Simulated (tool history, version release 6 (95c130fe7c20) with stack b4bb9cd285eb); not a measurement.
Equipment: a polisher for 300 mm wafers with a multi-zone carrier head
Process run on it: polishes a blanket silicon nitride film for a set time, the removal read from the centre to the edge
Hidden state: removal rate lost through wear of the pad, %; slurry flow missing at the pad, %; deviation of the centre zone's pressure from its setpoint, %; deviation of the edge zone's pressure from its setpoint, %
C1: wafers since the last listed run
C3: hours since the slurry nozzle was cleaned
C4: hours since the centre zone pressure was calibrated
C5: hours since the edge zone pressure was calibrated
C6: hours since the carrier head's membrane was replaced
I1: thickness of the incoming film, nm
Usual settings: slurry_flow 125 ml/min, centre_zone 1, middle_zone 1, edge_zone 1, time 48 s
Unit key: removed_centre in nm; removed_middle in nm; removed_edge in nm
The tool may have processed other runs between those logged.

Run 1, hour 0: usual settings but edge_zone 1.06; C1 0; wafers polished on this pad 1306; C3 115.8; C4 593.6; C5 318.4; C6 530; I1 640. Result: removed_centre 58.6 nm, removed_middle 60.4 nm, removed_edge 60.6 nm.
At hour 12.8: worn pad replaced by a new one.
Run 2, hour 16.1: usual settings but centre_zone 1.09; C1 205; wafers polished on this pad 55; C3 131.9; C4 609.7; C5 334.5; C6 546.1; I1 643.9. Result: removed_centre 67.3 nm, removed_middle 63.3 nm, removed_edge 62.2 nm.
Run 3, hour 27.7: usual settings; C1 196; wafers polished on this pad 252; C3 143.5; C4 621.3; C5 346.1; C6 557.7; I1 638.2. Result: removed_centre 60.9 nm, removed_middle 64.8 nm, removed_edge 62.4 nm.
Run 4, hour 35: usual settings; C1 123; wafers polished on this pad 375; C3 150.8; C4 628.6; C5 353.4; C6 565; I1 637.7. Result: removed_centre 60.5 nm, removed_middle 63.8 nm, removed_edge 61.4 nm.
Run 5, hour 43.1: usual settings; C1 137; wafers polished on this pad 513; C3 158.9; C4 636.7; C5 361.5; C6 573.1; I1 634.3. Result: removed_centre 59.7 nm, removed_middle 63 nm, removed_edge 60.2 nm.
Run 6, hour 54.2: usual settings; C1 188; wafers polished on this pad 701; C3 170; C4 647.8; C5 372.6; C6 584.2; I1 642.6. Result: removed_centre 59.3 nm, removed_middle 61.9 nm, removed_edge 59.8 nm.
Run 7, hour 69.5: usual settings; C1 259; wafers polished on this pad 961; C3 185.3; C4 663.1; C5 387.9; C6 599.5; I1 644.2. Result: removed_centre 59 nm, removed_middle 61.6 nm, removed_edge 59.9 nm.
Run 8, hour 87.2: usual settings but middle_zone 0.92, time 37 s; C1 300; wafers polished on this pad 1261; C3 203; C4 680.8; C5 405.6; C6 617.2; I1 639.8. Result: removed_centre 44.1 nm, removed_middle 43.4 nm, removed_edge 45.1 nm.
At hour 96.7: worn pad replaced by a new one.
Run 9, hour 102.9: usual settings but middle_zone 0.92, time 37 s; C1 198; wafers polished on this pad 104; C3 218.7; C4 696.5; C5 421.3; C6 632.9; I1 646.3. Result: removed_centre 42.1 nm, removed_middle 40.3 nm, removed_edge 43.5 nm.
Run 10, hour 112: usual settings but middle_zone 0.92, time 37 s; C1 154; wafers polished on this pad 259; C3 227.8; C4 705.6; C5 430.4; C6 642; I1 643.1. Result: removed_centre 41.5 nm, removed_middle 40.6 nm, removed_edge 42.4 nm.
Run 11, hour 123.4: usual settings but slurry_flow 145 ml/min; C1 193; wafers polished on this pad 452; C3 239.2; C4 717; C5 441.8; C6 653.4; I1 634.1. Result: removed_centre 55.1 nm, removed_middle 58.3 nm, removed_edge 55.6 nm.
At hour 132.6: slurry nozzle cleaned.
At hour 137: worn pad replaced by a new one, repeated, since the last time left the tool worse.
Run 12, hour 140.4: usual settings but centre_zone 1.06, middle_zone 0.93; C1 203; wafers polished on this pad 58; C3 7.8; C4 734; C5 458.8; C6 670.4; I1 637.4. Result: removed_centre 65.3 nm, removed_middle 61.9 nm, removed_edge 63.5 nm.
At hour 148: centre zone pressure recalibrated.
Run 13, hour 149.8: usual settings; C1 125; wafers polished on this pad 183; C3 17.2; C4 1.8; C5 468.2; C6 679.8; I1 639.3. Result: removed_centre 60.6 nm, removed_middle 63.8 nm, removed_edge 61.6 nm.
At hour 152: edge zone pressure recalibrated.
Run 14, hour 164.8: usual settings but slurry_flow 150 ml/min, edge_zone 0.88; C1 220; wafers polished on this pad 404; C3 32.2; C4 16.8; C5 12.8; C6 694.8; I1 645.7. Result: removed_centre 62.9 nm, removed_middle 65.9 nm, removed_edge 59.4 nm.
Run 15, hour 176.6: usual settings but centre_zone 1.11, edge_zone 0.95; C1 200; wafers polished on this pad 604; C3 44; C4 28.6; C5 24.6; C6 706.6; I1 642.4. Result: removed_centre 66.7 nm, removed_middle 62.5 nm, removed_edge 60.4 nm.
Run 16, hour 184.4: usual settings; C1 132; wafers polished on this pad 736; C3 51.8; C4 36.4; C5 32.4; C6 714.4; I1 638.9. Result: removed_centre 59.1 nm, removed_middle 63.5 nm, removed_edge 59.9 nm.
At hour 199: carrier head's membrane replaced by a new one.
Run 17, hour 199.5: usual settings; C1 171; wafers polished on this pad 908; C3 66.9; C4 51.5; C5 47.5; C6 0.5; I1 643.8. Result: removed_centre 59 nm, removed_middle 62 nm, removed_edge 59.6 nm.
Run 18, hour 213.2: usual settings but centre_zone 0.91, edge_zone 0.95, time 62 s; C1 232; wafers polished on this pad 1140; C3 80.6; C4 65.2; C5 61.2; C6 14.2; I1 641.2. Result: removed_centre 68 nm, removed_middle 78.9 nm, removed_edge 74.7 nm.
Run 19, hour 222.7: usual settings but slurry_flow 115 ml/min; C1 161; wafers polished on this pad 1301; C3 90.1; C4 74.7; C5 70.7; C6 23.7; I1 635.2. Result: removed_centre 55.6 nm, removed_middle 59 nm, removed_edge 57.6 nm.
At hour 228.5: worn pad replaced by a new one.
Run 20, hour 230.2: usual settings but centre_zone 0.93, edge_zone 0.91; C1 59; wafers polished on this pad 28; C3 97.6; C4 82.2; C5 78.2; C6 31.2; I1 636.3. Result: removed_centre 57.2 nm, removed_middle 66.2 nm, removed_edge 60 nm.
Run 21, hour 237.4: usual settings but centre_zone 0.88, middle_zone 0.94; C1 122; wafers polished on this pad 150; C3 104.8; C4 89.4; C5 85.4; C6 38.4; I1 640.2. Result: removed_centre 53.8 nm, removed_middle 62.2 nm, removed_edge 62.4 nm.
Run 22, hour 255.2: usual settings but middle_zone 0.96, edge_zone 1.12; C1 302; wafers polished on this pad 452; C3 122.6; C4 107.2; C5 103.2; C6 56.2; I1 644.6. Result: removed_centre 60.3 nm, removed_middle 62.1 nm, removed_edge 64.6 nm.

4 options for the next run, each taken on its own from the tool as it stands now. Forecast them:
Run A, hour 255.6: usual settings; C1 6; wafers polished on this pad 459; C3 123; C4 107.6; C5 103.6; C6 56.6; I1 639.1. Result: removed_centre ?, removed_middle ?, removed_edge ?.
Run B, hour 255.6: usual settings but centre_zone 0.91, edge_zone 1.07; C1 6; wafers polished on this pad 459; C3 123; C4 107.6; C5 103.6; C6 56.6; I1 639.1. Result: removed_centre ?, removed_middle ?, removed_edge ?.
Run C, hour 255.6: usual settings but centre_zone 0.97; C1 6; wafers polished on this pad 459; C3 123; C4 107.6; C5 103.6; C6 56.6; I1 639.1. Result: removed_centre ?, removed_middle ?, removed_edge ?.
Run D, hour 255.6: usual settings but centre_zone 0.97, time 55 s; C1 6; wafers polished on this pad 459; C3 123; C4 107.6; C5 103.6; C6 56.6; I1 639.1. Result: removed_centre ?, removed_middle ?, removed_edge ?.

run  removed_centre  removed_middle  removed_edge
  A            60.5            64.5          61.5
  B              55            64.6          63.6
  C            58.7            64.5          61.5
  D            67.2              74          70.5
Without the tool's unlogged condition, the same runs would have read:
run  removed_centre  removed_middle  removed_edge
  A            62.3            66.4          63.3
  B            56.6            66.4          65.4
  C            60.4            66.4          63.3
  D            69.2            76.1          72.5

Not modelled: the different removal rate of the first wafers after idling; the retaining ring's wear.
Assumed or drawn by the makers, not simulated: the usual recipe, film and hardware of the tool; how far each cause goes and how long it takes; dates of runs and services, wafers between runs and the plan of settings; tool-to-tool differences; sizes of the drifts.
